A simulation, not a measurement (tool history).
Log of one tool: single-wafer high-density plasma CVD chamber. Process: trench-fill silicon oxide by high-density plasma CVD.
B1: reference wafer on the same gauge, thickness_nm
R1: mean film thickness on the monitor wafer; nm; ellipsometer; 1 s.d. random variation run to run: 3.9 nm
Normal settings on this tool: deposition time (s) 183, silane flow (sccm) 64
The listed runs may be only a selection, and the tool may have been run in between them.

run 1 hour=0 | deposition_time_(s)=171 silane_flow_(sccm)=64 | B1=1269.766 | R1=1139.37
run 2 hour=57.7 | deposition_time_(s)=154 silane_flow_(sccm)=64 | B1=1270.365 | R1=1025.129
run 3 hour=179.7 | deposition_time_(s)=154 silane_flow_(sccm)=64 | B1=1270.363 | R1=1028.584
run 4 hour=282 | deposition_time_(s)=183 silane_flow_(sccm)=59 | B1=1270.131 | R1=1117.055
run 5 hour=322.9 | deposition_time_(s)=183 silane_flow_(sccm)=59 | B1=1270.166 | R1=1127.07
run 6 hour=361.1 | deposition_time_(s)=183 silane_flow_(sccm)=73 | B1=1269.393 | R1=1392.78
run 7 hour=421.2 | deposition_time_(s)=183 silane_flow_(sccm)=73 | B1=1269.521 | R1=1398.089
run 8 hour=472.7 | deposition_time_(s)=183 silane_flow_(sccm)=73 | B1=1269.414 | R1=1398.757
run 9 hour=509.1 | deposition_time_(s)=199 silane_flow_(sccm)=68 | B1=1269.899 | R1=1415.318
run 10 hour=598.9 | deposition_time_(s)=199 silane_flow_(sccm)=68 | B1=1268.928 | R1=1405.966
run 11 hour=688.3 | deposition_time_(s)=199 silane_flow_(sccm)=68 | B1=1270.392 | R1=1416.309
run 12 hour=781.4 | deposition_time_(s)=191 silane_flow_(sccm)=64 | B1=1269.803 | R1=1284.452
run 13 hour=882.5 | deposition_time_(s)=191 silane_flow_(sccm)=64 | B1=1270.385 | R1=1281.173
run 14 hour=1031.8 | deposition_time_(s)=183 silane_flow_(sccm)=58 | B1=1270.028 | R1=1117.459
run 15 hour=1084.1 | deposition_time_(s)=183 silane_flow_(sccm)=58 | B1=1269.762 | R1=1113.992
run 16 hour=1183.2 | deposition_time_(s)=183 silane_flow_(sccm)=58 | B1=1270.092 | R1=1112.369
run 17 hour=1245.2 | deposition_time_(s)=170 silane_flow_(sccm)=64 | B1=1270.359 | R1=1139.294
run 18 hour=1334.5 | deposition_time_(s)=183 silane_flow_(sccm)=64 | B1=1269.849 | R1=1236.939
run 19 hour=1417.1 | deposition_time_(s)=183 silane_flow_(sccm)=64 | B1=1270.184 | R1=1232.64
run 20 hour=1502.9 | deposition_time_(s)=183 silane_flow_(sccm)=64 | B1=1269.958 | R1=1223.971
run 21 hour=1571.1 | deposition_time_(s)=183 silane_flow_(sccm)=64 | B1=1270.105 | R1=1238.337
run 22 hour=1623 | deposition_time_(s)=170 silane_flow_(sccm)=74 | B1=1270.185 | R1=1322.33
run 23 hour=1744.3 | deposition_time_(s)=157 silane_flow_(sccm)=73 | B1=1269.697 | R1=1246.66
run 24 hour=1815.9 | deposition_time_(s)=203 silane_flow_(sccm)=77 | B1=1269.649 | R1=1696.772
run 25 hour=1919.9 | deposition_time_(s)=196 silane_flow_(sccm)=54 | B1=1269.71 | R1=1154.378
run 26 hour=1996.8 | deposition_time_(s)=216 silane_flow_(sccm)=51 | B1=1270.006 | R1=1196.829
run 27 hour=2034 | deposition_time_(s)=215 silane_flow_(sccm)=64 | B1=1269.707 | R1=1503.377
run 28 hour=2109 | deposition_time_(s)=217 silane_flow_(sccm)=57 | B1=1269.993 | R1=1349.028
run 29 hour=2168.1 | deposition_time_(s)=183 silane_flow_(sccm)=64 | B1=1270.181 | R1=1272.033
run 30 hour=2237.3 | deposition_time_(s)=183 silane_flow_(sccm)=69 | B1=1269.652 | R1=1274.871
run 31 hour=2275.8 | deposition_time_(s)=183 silane_flow_(sccm)=64 | B1=1270.358 | R1=1186.72
run 32 hour=2366.7 | deposition_time_(s)=183 silane_flow_(sccm)=64 | B1=1270.292 | R1=1185.759
run 33 hour=2437.8 | deposition_time_(s)=218 silane_flow_(sccm)=70 | B1=1270.492 | R1=1544.17
run 34 hour=2530.4 | deposition_time_(s)=199 silane_flow_(sccm)=69 | B1=1269.577 | R1=1392.018
run 35 hour=2623.7 | deposition_time_(s)=203 silane_flow_(sccm)=77 | B1=1270.35 | R1=1587.6
run 36 hour=2728.8 | deposition_time_(s)=183 silane_flow_(sccm)=64 | B1=1270.212 | R1=1187.089
run 37 hour=2819.1 | deposition_time_(s)=183 silane_flow_(sccm)=64 | B1=1269.876 | R1=1188.312
run 38 hour=2875.3 | deposition_time_(s)=165 silane_flow_(sccm)=54 | B1=1270.055 | R1=911.117
run 39 hour=2981 | deposition_time_(s)=151 silane_flow_(sccm)=59 | B1=1270.026 | R1=901.985
run 40 hour=3078.7 | deposition_time_(s)=183 silane_flow_(sccm)=64 | B1=1270.412 | R1=1186.014
run 41 hour=3120.3 | deposition_time_(s)=183 silane_flow_(sccm)=64 | B1=1269.695 | R1=1192.502
run 42 hour=3226.3 | deposition_time_(s)=204 silane_flow_(sccm)=64 | B1=1270.218 | R1=1326.483

The log once held 3 entries between its listed runs, left out of this copy. Where does each go, and what is different about the tool's unlogged condition between the listed run before it and the listed run after it?
From run 22 to run 23: silane flow controller replaced (hour 1671.9)
  delivered silane flow above the setpoint (%): 4.06 -> 7.23
  what was measured, less what the result would be without the hidden state, R1: +51.558 -> +84.006 nm
From run 29 to run 30: silane flow controller replaced, repeated, since the last time left the tool worse (hour 2226.3)
  delivered silane flow above the setpoint (%): 7.63 -> -0.258
  what was measured, less what the result would be without the hidden state, R1: +90.223 -> -3.302 nm
From run 31 to run 32: gauge calibrated (hour 2340.6)
  delivered silane flow above the setpoint (%): -0.221 -> -0.133
  what was measured, less what the result would be without the hidden state, R1: -2.63 -> -1.585 nm

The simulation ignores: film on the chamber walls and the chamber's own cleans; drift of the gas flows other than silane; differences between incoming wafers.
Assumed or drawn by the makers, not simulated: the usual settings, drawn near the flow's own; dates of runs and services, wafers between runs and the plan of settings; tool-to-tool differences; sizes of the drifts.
